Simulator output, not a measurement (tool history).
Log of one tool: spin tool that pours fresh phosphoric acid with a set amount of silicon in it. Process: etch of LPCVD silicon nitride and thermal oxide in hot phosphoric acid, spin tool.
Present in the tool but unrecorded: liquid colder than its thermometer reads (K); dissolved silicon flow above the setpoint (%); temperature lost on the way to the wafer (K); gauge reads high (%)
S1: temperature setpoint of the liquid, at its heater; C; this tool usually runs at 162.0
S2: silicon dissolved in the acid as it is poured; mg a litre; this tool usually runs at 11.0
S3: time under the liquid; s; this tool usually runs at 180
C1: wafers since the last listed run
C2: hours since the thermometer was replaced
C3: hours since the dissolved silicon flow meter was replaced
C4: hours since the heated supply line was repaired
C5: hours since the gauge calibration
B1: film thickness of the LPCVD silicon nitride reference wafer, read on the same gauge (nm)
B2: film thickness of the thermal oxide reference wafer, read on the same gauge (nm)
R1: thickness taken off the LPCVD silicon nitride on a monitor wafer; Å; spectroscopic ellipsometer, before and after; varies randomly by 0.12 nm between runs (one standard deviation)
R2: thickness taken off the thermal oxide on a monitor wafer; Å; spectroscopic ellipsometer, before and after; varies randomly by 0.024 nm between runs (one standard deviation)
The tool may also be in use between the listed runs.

{"run": 1, "hour": 0.0, "S1": 162.0, "S2": 11.0, "S3": 255, "C1": 0, "C2": 946.5, "C3": 1253.1, "C4": 590.0, "C5": 685.0, "B1": 110.0, "B2": 40.0, "R1": 215.1, "R2": 6.24}
{"run": 2, "hour": 94.2, "S1": 162.0, "S2": 11.0, "S3": 180, "C1": 752, "C2": 1040.7, "C3": 1347.3, "C4": 684.2, "C5": 779.2, "B1": 110.01, "B2": 40.005, "R1": 151.0, "R2": 4.12}
{"run": 3, "hour": 140.0, "S1": 162.0, "S2": 11.0, "S3": 180, "C1": 366, "C2": 1086.5, "C3": 1393.1, "C4": 730.0, "C5": 825.0, "B1": 110.01, "B2": 39.993, "R1": 150.9, "R2": 4.37}
{"run": 4, "hour": 218.5, "S1": 162.0, "S2": 11.0, "S3": 235, "C1": 627, "C2": 1165.0, "C3": 1471.6, "C4": 808.5, "C5": 903.5, "B1": 109.99, "B2": 40.04, "R1": 195.3, "R2": 5.44}
{"run": 5, "hour": 304.2, "S1": 162.0, "S2": 11.0, "S3": 180, "C1": 685, "C2": 1250.7, "C3": 1557.3, "C4": 894.2, "C5": 989.2, "B1": 110.02, "B2": 39.999, "R1": 151.6, "R2": 4.35}
{"run": 6, "hour": 394.5, "S1": 162.0, "S2": 11.0, "S3": 180, "C1": 721, "C2": 1341.0, "C3": 1647.6, "C4": 984.5, "C5": 1079.5, "B1": 110.01, "B2": 40.015, "R1": 150.8, "R2": 4.05}
{"hour": 545.6, "done": "gauge calibrated"}
{"run": 7, "hour": 703.4, "S1": 162.0, "S2": 11.0, "S3": 180, "C1": 2469, "C2": 1649.9, "C3": 1956.5, "C4": 1293.4, "C5": 157.8, "B1": 110.0, "B2": 39.984, "R1": 149.0, "R2": 4.01}
{"run": 8, "hour": 789.5, "S1": 162.0, "S2": 11.0, "S3": 180, "C1": 688, "C2": 1736.0, "C3": 2042.6, "C4": 1379.5, "C5": 243.9, "B1": 109.99, "B2": 39.992, "R1": 149.2, "R2": 3.99}
{"run": 9, "hour": 879.2, "S1": 162.0, "S2": 16.0, "S3": 250, "C1": 716, "C2": 1825.7, "C3": 2132.3, "C4": 1469.2, "C5": 333.6, "B1": 110.01, "B2": 40.004, "R1": 207.8, "R2": 5.42}
{"run": 10, "hour": 967.8, "S1": 162.0, "S2": 17.0, "S3": 220, "C1": 708, "C2": 1914.3, "C3": 2220.9, "C4": 1557.8, "C5": 422.2, "B1": 110.01, "B2": 40.021, "R1": 184.0, "R2": 4.0}
{"run": 11, "hour": 1015.0, "S1": 159.5, "S2": 6.5, "S3": 180, "C1": 377, "C2": 1961.5, "C3": 2268.1, "C4": 1605.0, "C5": 469.4, "B1": 110.0, "B2": 39.964, "R1": 136.1, "R2": 3.78}
{"hour": 1108.1, "done": "thermometer replaced"}
{"run": 12, "hour": 1121.5, "S1": 162.0, "S2": 11.0, "S3": 180, "C1": 843, "C2": 13.4, "C3": 2374.6, "C4": 1711.5, "C5": 575.9, "B1": 110.0, "B2": 40.018, "R1": 156.8, "R2": 4.26}
{"hour": 1159.3, "done": "heated supply line repaired"}
{"run": 13, "hour": 1173.7, "S1": 162.0, "S2": 11.0, "S3": 180, "C1": 409, "C2": 65.6, "C3": 2426.8, "C4": 14.4, "C5": 628.1, "B1": 109.98, "B2": 40.026, "R1": 153.7, "R2": 4.31}
{"hour": 1183.0, "done": "dissolved silicon flow meter replaced"}
{"run": 14, "hour": 1244.7, "S1": 159.5, "S2": 17.0, "S3": 85, "C1": 559, "C2": 136.6, "C3": 61.7, "C4": 85.4, "C5": 699.1, "B1": 110.0, "B2": 40.0, "R1": 68.3, "R2": 1.48}
{"run": 15, "hour": 1349.2, "S1": 162.0, "S2": 4.0, "S3": 125, "C1": 835, "C2": 241.1, "C3": 166.2, "C4": 189.9, "C5": 803.6, "B1": 110.01, "B2": 40.003, "R1": 108.0, "R2": 3.56}
{"run": 16, "hour": 1433.4, "S1": 162.0, "S2": 11.0, "S3": 180, "C1": 673, "C2": 325.3, "C3": 250.4, "C4": 274.1, "C5": 887.8, "B1": 109.99, "B2": 40.003, "R1": 154.8, "R2": 4.82}
{"run": 17, "hour": 1482.8, "S1": 162.0, "S2": 11.0, "S3": 180, "C1": 394, "C2": 374.7, "C3": 299.8, "C4": 323.5, "C5": 937.2, "B1": 110.01, "B2": 39.992, "R1": 155.1, "R2": 4.41}
{"run": 18, "hour": 1577.3, "S1": 160.0, "S2": 15.0, "S3": 220, "C1": 755, "C2": 469.2, "C3": 394.3, "C4": 418.0, "C5": 1031.7, "B1": 110.01, "B2": 39.99, "R1": 175.0, "R2": 4.01}
{"run": 19, "hour": 1677.8, "S1": 162.0, "S2": 17.0, "S3": 85, "C1": 803, "C2": 569.7, "C3": 494.8, "C4": 518.5, "C5": 1132.2, "B1": 110.01, "B2": 40.009, "R1": 72.2, "R2": 1.84}
{"hour": 1743.7, "done": "gauge calibrated"}
{"run": 20, "hour": 1781.0, "S1": 162.0, "S2": 11.0, "S3": 180, "C1": 824, "C2": 672.9, "C3": 598.0, "C4": 621.7, "C5": 37.3, "B1": 109.99, "B2": 40.017, "R1": 152.4, "R2": 4.53}
{"run": 21, "hour": 1829.6, "S1": 164.5, "S2": 11.0, "S3": 285, "C1": 388, "C2": 721.5, "C3": 646.6, "C4": 670.3, "C5": 85.9, "B1": 110.0, "B2": 40.01, "R1": 262.8, "R2": 7.93}

5 options for the next run, each taken on its own from the tool as it stands now. Forecast them:
{"run": "A", "hour": 1830.1, "S1": 162.0, "S2": 14.0, "S3": 180, "C1": 3, "C2": 722.0, "C3": 647.1, "C4": 670.8, "C5": 86.4, "B1": "?", "B2": "?", "R1": "?", "R2": "?"}
{"run": "B", "hour": 1830.1, "S1": 164.5, "S2": 19.0, "S3": 290, "C1": 3, "C2": 722.0, "C3": 647.1, "C4": 670.8, "C5": 86.4, "B1": "?", "B2": "?", "R1": "?", "R2": "?"}
{"run": "C", "hour": 1830.1, "S1": 161.0, "S2": 11.0, "S3": 95, "C1": 3, "C2": 722.0, "C3": 647.1, "C4": 670.8, "C5": 86.4, "B1": "?", "B2": "?", "R1": "?", "R2": "?"}
{"run": "D", "hour": 1830.1, "S1": 164.5, "S2": 19.0, "S3": 240, "C1": 3, "C2": 722.0, "C3": 647.1, "C4": 670.8, "C5": 86.4, "B1": "?", "B2": "?", "R1": "?", "R2": "?"}
{"run": "E", "hour": 1830.1, "S1": 160.0, "S2": 8.0, "S3": 245, "C1": 3, "C2": 722.0, "C3": 647.1, "C4": 670.8, "C5": 86.4, "B1": "?", "B2": "?", "R1": "?", "R2": "?"}

run=A B1=109.99 B2=39.996 R1=152.5 R2=3.99
run=B B1=109.99 B2=39.996 R1=266.9 R2=6.78
run=C B1=109.99 B2=39.996 R1=77.8 R2=2.10
run=D B1=109.99 B2=39.996 R1=220.9 R2=5.61
run=E B1=109.99 B2=39.996 R1=194.1 R2=5.37
The same runs, with their run-to-run variation unchanged, on a tool lacking any hidden condition would have given:
run=A R1=155.3 R2=4.15
run=B R1=271.7 R2=7.05
run=C R1=79.3 R2=2.19
run=D R1=224.9 R2=5.84
run=E R1=197.7 R2=5.59
